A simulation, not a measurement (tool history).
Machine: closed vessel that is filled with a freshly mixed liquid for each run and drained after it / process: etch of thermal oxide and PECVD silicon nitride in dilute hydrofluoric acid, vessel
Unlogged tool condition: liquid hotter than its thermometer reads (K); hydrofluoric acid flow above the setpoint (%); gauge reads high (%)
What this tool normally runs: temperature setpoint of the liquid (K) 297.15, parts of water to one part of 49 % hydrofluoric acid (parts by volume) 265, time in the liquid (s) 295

| run | hour | temperature setpoint of the liquid (K) | parts of water to one part of 49 % hydrofluoric acid (parts by volume) | time in the liquid (s) | wafers since the last listed run | hours since the thermometer was replaced | hours since the hydrofluoric acid flow meter was replaced | hours since the gauge calibration | read-back film thickness of the thermal oxide reference wafer, read on the same gauge (nm) | read-back film thickness of the PECVD silicon nitride reference wafer, read on the same gauge (nm) | thickness taken off the thermal oxide on a monitor wafer (Å) | thickness taken off the PECVD silicon nitride on a monitor wafer (Å) |
|---|---|---|---|---|---|---|---|---|---|---|---|---|
| 1 | 0 | 297.15 | 265 | 295 | 0 | 1010.8 | 1266.6 | 393.5 | 79.998 | 70.003 | 49.34 | 32.12 |
| 2 | 13.7 | 297.15 | 265 | 295 | 1148 | 1024.5 | 1280.3 | 407.2 | 80.015 | 69.992 | 49.66 | 31.75 |
| 3 | 21.2 | 297.15 | 215 | 295 | 628 | 1032 | 1287.8 | 414.7 | 80.022 | 70.026 | 63.51 | 40.13 |
| 4 | 58.1 | 297.15 | 215 | 295 | 3093 | 1068.9 | 1324.7 | 451.6 | 80.035 | 69.978 | 65.14 | 40.04 |
| 5 | 107.9 | 297.15 | 215 | 295 | 4175 | 1118.7 | 1374.5 | 501.4 | 80.011 | 69.997 | 65.81 | 40.02 |
| 6 | 118 | 295.65 | 265 | 150 | 846 | 1128.8 | 1384.6 | 511.5 | 79.971 | 69.999 | 24.17 | 15.29 |
| 7 | 135.5 | 298.65 | 150 | 375 | 1467 | 1146.3 | 1402.1 | 529 | 79.997 | 70.009 | 135.95 | 79.79 |
| 8 | 150.1 | 294.65 | 265 | 295 | 1224 | 1160.9 | 1416.7 | 543.6 | 79.962 | 70.013 | 45.96 | 28.08 |
|  | 159.9 | thermometer replaced |
|  | 165.2 | gauge calibrated |
| 9 | 166.8 | 299.65 | 315 | 145 | 1316 | 6.9 | 1433.4 | 1.6 | 80.005 | 69.998 | 19.73 | 13.33 |
| 10 | 173.4 | 301.15 | 350 | 295 | 553 | 13.5 | 1440 | 8.2 | 79.968 | 69.996 | 36.17 | 26.72 |
| 11 | 191.4 | 297.15 | 265 | 295 | 1509 | 31.5 | 1458 | 26.2 | 79.986 | 69.999 | 45.19 | 27.82 |
| 12 | 208.4 | 297.15 | 265 | 235 | 1425 | 48.5 | 1475 | 43.2 | 80.001 | 70 | 37.08 | 22.32 |
| 13 | 221.1 | 301.65 | 265 | 295 | 1064 | 61.2 | 1487.7 | 55.9 | 79.994 | 69.994 | 52.84 | 36.64 |
|  | 226.1 | hydrofluoric acid flow meter replaced |
| 14 | 230.1 | 301.65 | 265 | 445 | 670 | 70.2 | 4 | 64.9 | 80.045 | 69.996 | 78.8 | 55.5 |
| 15 | 245.7 | 294.15 | 325 | 135 | 1307 | 85.8 | 19.6 | 80.5 | 79.967 | 69.988 | 14.65 | 8.67 |
| 16 | 253.8 | 293.15 | 265 | 240 | 679 | 93.9 | 27.7 | 88.6 | 79.971 | 69.99 | 32.77 | 17.82 |
| 17 | 261.6 | 301.15 | 370 | 130 | 653 | 101.7 | 35.5 | 96.4 | 79.988 | 70.008 | 14.99 | 11.19 |
| 18 | 272.3 | 300.65 | 385 | 145 | 897 | 112.4 | 46.2 | 107.1 | 79.987 | 70.002 | 15.34 | 11.71 |
| 19 | 285.6 | 300.15 | 230 | 130 | 1115 | 125.7 | 59.5 | 120.4 | 79.997 | 69.995 | 26.79 | 17.29 |
| 20 | 303.2 | 299.65 | 300 | 455 | 1475 | 143.3 | 77.1 | 138 | 80.017 | 70.016 | 64.63 | 44.57 |
| 21 | 317.9 | 297.15 | 265 | 295 | 1232 | 158 | 91.8 | 152.7 | 80.034 | 69.992 | 46.25 | 28.31 |
| 22 | 331.7 | 301.65 | 265 | 445 | 1157 | 171.8 | 105.6 | 166.5 | 79.992 | 69.995 | 81.64 | 56.33 |
| 23 | 344.6 | 297.15 | 265 | 295 | 1081 | 184.7 | 118.5 | 179.4 | 79.994 | 69.997 | 46.34 | 28.49 |
| 24 | 352.4 | 297.15 | 265 | 295 | 653 | 192.5 | 126.3 | 187.2 | 79.941 | 69.999 | 46.63 | 28.67 |
| 25 | 368 | 297.15 | 215 | 175 | 1307 | 208.1 | 141.9 | 202.8 | 80.028 | 70.012 | 35.77 | 20.98 |

Branching from run 25: 4 alternative next runs. What would each branch give?
| A | 368.7 | 297.15 | 355 | 295 | 58 | 208.8 | 142.6 | 203.5 | ? | ? | ? | ? |
| B | 368.7 | 297.15 | 265 | 440 | 58 | 208.8 | 142.6 | 203.5 | ? | ? | ? | ? |
| C | 368.7 | 295.65 | 380 | 215 | 58 | 208.8 | 142.6 | 203.5 | ? | ? | ? | ? |
| D | 368.7 | 294.15 | 265 | 295 | 58 | 208.8 | 142.6 | 203.5 | ? | ? | ? | ? |

| run | read-back film thickness of the thermal oxide reference wafer, read on the same gauge (nm) | read-back film thickness of the PECVD silicon nitride reference wafer, read on the same gauge (nm) | thickness taken off the thermal oxide on a monitor wafer (Å) | thickness taken off the PECVD silicon nitride on a monitor wafer (Å) |
|---|---|---|---|---|
| A | 80.024 | 70.01 | 31.44 | 21.18 |
| B | 80.024 | 70.01 | 68.58 | 42.24 |
| C | 80.024 | 70.01 | 19.9 | 13.19 |
| D | 80.024 | 70.01 | 41.29 | 23.49 |
With no hidden state in the tool, these same runs would have given:
| run | thickness taken off the thermal oxide on a monitor wafer (Å) | thickness taken off the PECVD silicon nitride on a monitor wafer (Å) |
|---|---|---|
| A | 30.9 | 20.53 |
| B | 67.33 | 40.91 |
| C | 19.55 | 12.78 |
| D | 40.51 | 22.73 |
